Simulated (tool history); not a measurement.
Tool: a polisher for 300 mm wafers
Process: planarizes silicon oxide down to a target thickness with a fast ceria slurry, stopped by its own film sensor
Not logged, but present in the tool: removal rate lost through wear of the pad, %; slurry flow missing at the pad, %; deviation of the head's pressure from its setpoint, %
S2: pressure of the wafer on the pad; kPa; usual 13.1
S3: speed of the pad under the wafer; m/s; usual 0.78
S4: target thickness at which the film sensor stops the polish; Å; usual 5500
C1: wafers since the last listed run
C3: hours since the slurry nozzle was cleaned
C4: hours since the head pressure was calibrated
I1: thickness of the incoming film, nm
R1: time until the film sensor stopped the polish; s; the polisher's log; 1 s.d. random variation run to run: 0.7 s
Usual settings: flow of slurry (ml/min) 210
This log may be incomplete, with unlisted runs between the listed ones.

Run 1, hour 0.0: usual settings; C1 0; wafers polished on this pad 1801; C3 682.7; C4 640.9; I1 1156.3. Result: R1 73.1 s.
Run 2, hour 65.3: usual settings; C1 434; wafers polished on this pad 2236; C3 748.0; C4 706.2; I1 1140.0. Result: R1 72.1 s.
At hour 148.3: slurry nozzle cleaned.
Run 3, hour 154.9: usual settings; C1 589; wafers polished on this pad 2825; C3 6.6; C4 795.8; I1 1152.2. Result: R1 65.5 s.
Run 4, hour 256.4: usual settings but S2 16.5 kPa; C1 675; wafers polished on this pad 3501; C3 108.1; C4 897.3; I1 1161.7. Result: R1 53.4 s.
Run 5, hour 359.9: usual settings but S2 16.5 kPa; C1 688; wafers polished on this pad 4189; C3 211.6; C4 1000.8; I1 1154.5. Result: R1 53.2 s.
At hour 377.3: worn pad replaced by a new one.
Run 6, hour 425.3: usual settings but S2 16.5 kPa; C1 408; wafers polished on this pad 319; C3 277.0; C4 1066.2; I1 1140.7. Result: R1 51.5 s.
Run 7, hour 529.2: usual settings but S3 0.70 m/s; C1 691; wafers polished on this pad 1010; C3 380.9; C4 1170.1; I1 1152.0. Result: R1 73.9 s.
At hour 584.5: head pressure recalibrated.
Run 8, hour 617.1: usual settings but S3 0.70 m/s; C1 571; wafers polished on this pad 1582; C3 468.8; C4 32.6; I1 1155.2. Result: R1 77.8 s.
Run 9, hour 661.9: usual settings but S3 0.70 m/s; C1 298; wafers polished on this pad 1880; C3 513.6; C4 77.4; I1 1144.0. Result: R1 76.0 s.
Run 10, hour 738.5: usual settings; C1 509; wafers polished on this pad 2389; C3 590.2; C4 154.0; I1 1159.8. Result: R1 69.8 s.
At hour 800.9: slurry nozzle cleaned.
Run 11, hour 832.7: usual settings; C1 620; wafers polished on this pad 3010; C3 31.8; C4 248.2; I1 1148.2. Result: R1 66.2 s.
Run 12, hour 925.1: usual settings; C1 614; wafers polished on this pad 3624; C3 124.2; C4 340.6; I1 1161.5. Result: R1 66.7 s.
Run 13, hour 983.7: usual settings; C1 389; wafers polished on this pad 4014; C3 182.8; C4 399.2; I1 1148.7. Result: R1 67.4 s.
Run 14, hour 1050.2: usual settings but flow of slurry (ml/min) 155, S3 0.70 m/s, S4 6680 Å; C1 442; wafers polished on this pad 4457; C3 249.3; C4 465.7; I1 1152.9. Result: R1 65.2 s.
Run 15, hour 1138.6: usual settings but flow of slurry (ml/min) 255, S3 1.06 m/s; C1 588; wafers polished on this pad 5045; C3 337.7; C4 554.1; I1 1151.9. Result: R1 47.8 s.
At hour 1213.5: worn pad replaced by a new one.
Run 16, hour 1283.3: usual settings but S4 6250 Å; C1 936; wafers polished on this pad 464; C3 482.4; C4 698.8; I1 1132.0. Result: R1 58.0 s.
Run 17, hour 1325.1: usual settings but S4 4770 Å; C1 278; wafers polished on this pad 742; C3 524.2; C4 740.6; I1 1129.5. Result: R1 76.2 s.
Run 18, hour 1388.9: usual settings but flow of slurry (ml/min) 185, S4 7580 Å; C1 424; wafers polished on this pad 1166; C3 588.0; C4 804.4; I1 1149.3. Result: R1 47.0 s.
Run 19, hour 1446.4: usual settings; C1 382; wafers polished on this pad 1549; C3 645.5; C4 861.9; I1 1158.1. Result: R1 71.4 s.
Run 20, hour 1542.8: usual settings; C1 641; wafers polished on this pad 2190; C3 741.9; C4 958.3; I1 1164.1. Result: R1 75.0 s.
At hour 1586.7: head pressure recalibrated.
Run 21, hour 1588.4: usual settings but S3 0.56 m/s, S4 4780 Å; C1 290; wafers polished on this pad 2480; C3 787.5; C4 1.7; I1 1127.2. Result: R1 109.9 s.
Run 22, hour 1653.1: usual settings but S2 10.3 kPa, S3 0.68 m/s; C1 430; wafers polished on this pad 2911; C3 852.2; C4 66.4; I1 1152.6. Result: R1 109.1 s.
At hour 1654.4: slurry nozzle cleaned.
Run 23, hour 1760.3: usual settings but S2 9.7 kPa, S4 4420 Å; C1 706; wafers polished on this pad 3617; C3 105.9; C4 173.6; I1 1151.6. Result: R1 104.8 s.
Run 24, hour 1859.0: usual settings but flow of slurry (ml/min) 150, S2 15.2 kPa, S3 1.02 m/s, S4 7460 Å; C1 656; wafers polished on this pad 4274; C3 204.6; C4 272.3; I1 1151.1. Result: R1 32.4 s.
Run 25, hour 1901.9: usual settings but S2 14.5 kPa; C1 285; wafers polished on this pad 4560; C3 247.5; C4 315.2; I1 1166.4. Result: R1 61.7 s.
At hour 1929.2: worn pad replaced by a new one.
Run 26, hour 1983.0: usual settings but flow of slurry (ml/min) 160, S2 15.9 kPa, S3 1.04 m/s, S4 4880 Å; C1 512; wafers polished on this pad 357; C3 328.6; C4 396.3; I1 1143.0. Result: R1 49.1 s.
Run 27, hour 2030.8: usual settings; C1 318; wafers polished on this pad 675; C3 376.4; C4 444.1; I1 1161.9. Result: R1 68.6 s.
Run 28, hour 2080.1: usual settings but flow of slurry (ml/min) 240, S3 0.94 m/s, S4 6850 Å; C1 328; wafers polished on this pad 1003; C3 425.7; C4 493.4; I1 1147.8. Result: R1 42.9 s.
Run 29, hour 2141.8: usual settings but S2 11.0 kPa; C1 410; wafers polished on this pad 1414; C3 487.4; C4 555.1; I1 1138.6. Result: R1 79.3 s.
Run 30, hour 2219.1: usual settings but flow of slurry (ml/min) 170, S3 0.62 m/s; C1 514; wafers polished on this pad 1928; C3 564.7; C4 632.4; I1 1159.5. Result: R1 95.1 s.
Run 31, hour 2317.3: usual settings; C1 653; wafers polished on this pad 2582; C3 662.9; C4 730.6; I1 1170.7. Result: R1 72.3 s.
At hour 2356.8: slurry nozzle cleaned.
Run 32, hour 2423.4: usual settings but S2 15.9 kPa; C1 699; wafers polished on this pad 3281; C3 66.6; C4 836.7; I1 1125.6. Result: R1 52.9 s.
Run 33, hour 2483.8: usual settings but flow of slurry (ml/min) 270, S2 15.2 kPa, S3 0.94 m/s, S4 3820 Å; C1 401; wafers polished on this pad 3683; C3 127.0; C4 897.1; I1 1142.9. Result: R1 56.3 s.
Run 34, hour 2572.9: usual settings but S2 15.9 kPa, S4 7590 Å; C1 592; wafers polished on this pad 4276; C3 216.1; C4 986.2; I1 1155.3. Result: R1 35.9 s.
Run 35, hour 2628.8: usual settings but S3 0.88 m/s; C1 371; wafers polished on this pad 4647; C3 272.0; C4 1042.1; I1 1127.1. Result: R1 56.0 s.
Run 36, hour 2692.8: usual settings but S4 6240 Å; C1 425; wafers polished on this pad 5073; C3 336.0; C4 1106.1; I1 1169.0. Result: R1 60.5 s.
At hour 2711.1: head pressure recalibrated.
At hour 2733.4: worn pad replaced by a new one.
Run 37, hour 2746.6: usual settings but flow of slurry (ml/min) 285, S2 9.7 kPa, S3 1.04 m/s, S4 7160 Å; C1 318; wafers polished on this pad 87; C3 389.8; C4 35.5; I1 1136.2. Result: R1 46.1 s.

Describe how what the log doesn't record of the tool's condition differs between the last listed run preceding each entry between runs and the first listed run following it.
Runs 2 to 3: slurry nozzle cleaned (hour 148.3)
  slurry flow missing at the pad, %: 46.8 -> 1.08
  measured result minus the result with no hidden state, R1: +8.7 -> +0.1 s
Runs 5 to 6: worn pad replaced by a new one (hour 377.3)
  slurry flow missing at the pad, %: 12 -> 15.5
  measured result minus the result with no hidden state, R1: +1.0 -> +1.3 s
Runs 7 to 8: head pressure recalibrated (hour 584.5)
  slurry flow missing at the pad, %: 21 -> 25.7
  measured result minus the result with no hidden state, R1: +2.8 -> +3.7 s
Runs 10 to 11: slurry nozzle cleaned (hour 800.9)
  slurry flow missing at the pad, %: 32.1 -> 4.12
  measured result minus the result with no hidden state, R1: +4.5 -> +0.4 s
Runs 15 to 16: worn pad replaced by a new one (hour 1213.5)
  slurry flow missing at the pad, %: 20.4 -> 28.1
  measured result minus the result with no hidden state, R1: +1.4 -> +3.2 s
Runs 20 to 21: head pressure recalibrated (hour 1586.7)
  slurry flow missing at the pad, %: 41.9 -> 44.3
  measured result minus the result with no hidden state, R1: +7.5 -> +12.1 s
Runs 22 to 23: slurry nozzle cleaned (hour 1654.4)
  slurry flow missing at the pad, %: 47.7 -> 10.3
  measured result minus the result with no hidden state, R1: +13.8 -> +1.6 s
Runs 25 to 26: worn pad replaced by a new one (hour 1929.2)
  slurry flow missing at the pad, %: 17.8 -> 22.1
  measured result minus the result with no hidden state, R1: +1.9 -> +2.6 s
Runs 31 to 32: slurry nozzle cleaned (hour 2356.8)
  slurry flow missing at the pad, %: 39.9 -> 3.63
  measured result minus the result with no hidden state, R1: +6.7 -> +0.3 s
Runs 36 to 37: head pressure recalibrated (hour 2711.1); worn pad replaced by a new one (hour 2733.4)
  slurry flow missing at the pad, %: 18 -> 20.8
  measured result minus the result with no hidden state, R1: +1.8 -> +1.3 s

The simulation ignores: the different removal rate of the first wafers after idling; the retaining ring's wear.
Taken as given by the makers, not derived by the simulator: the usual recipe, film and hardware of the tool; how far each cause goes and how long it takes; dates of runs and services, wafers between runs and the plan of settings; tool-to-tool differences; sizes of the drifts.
